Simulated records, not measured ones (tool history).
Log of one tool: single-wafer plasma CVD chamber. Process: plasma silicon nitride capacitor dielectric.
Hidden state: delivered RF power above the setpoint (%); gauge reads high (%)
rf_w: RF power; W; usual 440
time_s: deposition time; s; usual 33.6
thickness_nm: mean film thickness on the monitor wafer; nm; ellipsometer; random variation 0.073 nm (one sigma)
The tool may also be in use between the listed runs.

run	day	rf_w	time_s	wafers since the last listed run	hours since the last RF generator calibration	hours since the showerhead was replaced	hours since the gauge calibration	read-back reference wafer on the same gauge, thickness_nm	thickness_nm
1	0.000	420	33.6	0	2301.8	2626.7	87.1	43.300	48.109
2	0.746	420	33.6	347	2319.7	2644.6	105.0	43.306	48.171
3	1.183	420	33.6	203	2330.2	2655.1	115.5	43.287	48.039
4	1.746	440	33.6	262	2343.7	2668.6	129.0	43.292	48.641
5	2.138	440	33.6	182	2353.1	2678.0	138.4	43.311	48.807
6	2.642	440	36.1	234	2365.2	2690.1	150.5	43.279	52.320
7	3.000	440	36.1	166	2373.8	2698.7	159.1	43.303	52.294
8	3.479	410	37.2	223	2385.3	2710.2	170.6	43.294	52.853
9	4.112	410	37.2	295	2400.5	2725.4	185.8	43.293	52.749
10	4.838	440	31.6	337	2417.9	2742.8	203.2	43.309	45.844
# day 4.888: gauge calibrated
11	5.154	440	31.6	147	2425.5	2750.4	6.4	43.300	46.010
12	5.717	440	31.6	262	2439.0	2763.9	19.9	43.297	45.774
13	6.008	440	33.6	135	2446.0	2770.9	26.9	43.300	48.752
14	6.462	440	38.4	211	2456.9	2781.8	37.8	43.288	55.686
# day 8.688: RF generator calibrated
# day 8.979: showerhead replaced
15	9.000	440	38.4	891	7.5	0.5	98.7	43.295	55.671
16	9.038	440	33.6	17	8.4	1.4	99.6	43.292	48.851
17	9.567	370	36.0	246	21.1	14.1	112.3	43.303	49.448
18	10.042	355	27.2	221	32.5	25.5	123.7	43.308	36.967
19	10.550	440	31.8	236	44.7	37.7	135.9	43.287	46.105
20	10.929	515	27.9	176	53.8	46.8	145.0	43.308	42.626

Forecast run 21:
21	11.675	485	40.1	347	71.7	64.7	162.9	?	?

Run 21 gave read-back reference wafer on the same gauge, thickness_nm 43.297, thickness_nm 60.035 nm.
Without the tool's hidden state the same run would have given thickness_nm 60.035 nm.
